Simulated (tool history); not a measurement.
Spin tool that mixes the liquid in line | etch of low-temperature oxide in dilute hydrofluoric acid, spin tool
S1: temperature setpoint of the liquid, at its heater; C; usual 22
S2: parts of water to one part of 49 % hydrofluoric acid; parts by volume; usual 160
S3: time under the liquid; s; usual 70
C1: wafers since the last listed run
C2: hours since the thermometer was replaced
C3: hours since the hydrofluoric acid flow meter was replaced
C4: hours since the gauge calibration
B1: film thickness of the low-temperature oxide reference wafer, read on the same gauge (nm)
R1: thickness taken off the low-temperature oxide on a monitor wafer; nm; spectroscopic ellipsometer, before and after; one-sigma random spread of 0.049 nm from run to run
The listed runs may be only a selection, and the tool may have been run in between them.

run	hour	S1	S2	S3	C1	C2	C3	C4	B1	R1
1	0	22	160	70	0	2047.5	2303.7	346.3	30.04	7.29
2	17.8	22	160	70	138	2065.3	2321.5	364.1	30.04	7.3
3	60.9	22	160	70	334	2108.4	2364.6	407.2	30	7.37
4	78.1	22	160	70	133	2125.6	2381.8	424.4	29.99	7.37
5	94.5	23.5	160	70	127	2142	2398.2	440.8	29.93	7.88
6	126.2	22	160	70	246	2173.7	2429.9	472.5	30.05	7.31
7	140.5	22	160	70	111	2188	2444.2	486.8	29.94	7.4
8	169	22	160	70	221	2216.5	2472.7	515.3	30	7.46
9	201	22	160	70	248	2248.5	2504.7	547.3	30.07	7.37
10	217.6	22	160	70	128	2265.1	2521.3	563.9	30.06	7.4
11	241.7	22	160	70	187	2289.2	2545.4	588	29.98	7.32
12	265.8	22	160	70	187	2313.3	2569.5	612.1	29.97	7.44
# hour 293.7: gauge calibrated
13	298.5	22	160	70	253	2346	2602.2	4.8	30.01	7.4
14	330	22	160	70	244	2377.5	2633.7	36.3	30.03	7.43
15	360	22	160	70	233	2407.5	2663.7	66.3	30.05	7.52
16	385.3	22	200	70	196	2432.8	2689	91.6	30.03	5.6
17	406.8	22	160	70	166	2454.3	2710.5	113.1	30.03	7.5
18	427.3	22	160	70	159	2474.8	2731	133.6	29.98	7.37
# hour 450.2: hydrofluoric acid flow meter replaced
19	459.6	20	140	50	243	2507.1	9.4	165.9	29.97	5.8
# hour 465.1: thermometer replaced
20	482.1	22	160	70	166	17	31.9	188.4	30.02	6.71
21	512	22	125	100	232	46.9	61.8	218.3	30	12.99
22	536.3	22	160	90	188	71.2	86.1	242.6	29.99	8.83
23	566	22	160	70	230	100.9	115.8	272.3	30	6.78
24	580.7	22	205	55	114	115.6	130.5	287	29.96	4.02
25	598.1	26	160	95	135	133	147.9	304.4	29.99	10.76
26	624	20.5	100	105	201	158.9	173.8	330.3	29.99	16.7
27	644.9	26	160	95	162	179.8	194.7	351.2	29.96	10.81
28	671.4	20	115	70	205	206.3	221.2	377.7	30.02	9.27
29	686.2	22	160	70	114	221.1	236	392.5	30.01	6.89
30	706.9	24	220	60	160	241.8	256.7	413.2	29.99	4.37
31	730.5	24	200	55	183	265.4	280.3	436.8	29.97	4.42
32	761.6	20	185	30	241	296.5	311.4	467.9	30	2.35

Forecast each of these 5 alternatives for the next run:
A	762	22	160	70	3	296.9	311.8	468.3	?	?
B	762	19	100	60	3	296.9	311.8	468.3	?	?
C	762	26.5	160	95	3	296.9	311.8	468.3	?	?
D	762	22	140	70	3	296.9	311.8	468.3	?	?
E	762	22	160	110	3	296.9	311.8	468.3	?	?

run	B1	R1
A	30.06	6.89
B	30.06	8.95
C	30.06	11.08
D	30.06	8.05
E	30.06	10.83
Had the tool no hidden state, the same runs would have come out as:
run	R1
A	6.8
B	8.82
C	10.94
D	7.94
E	10.68
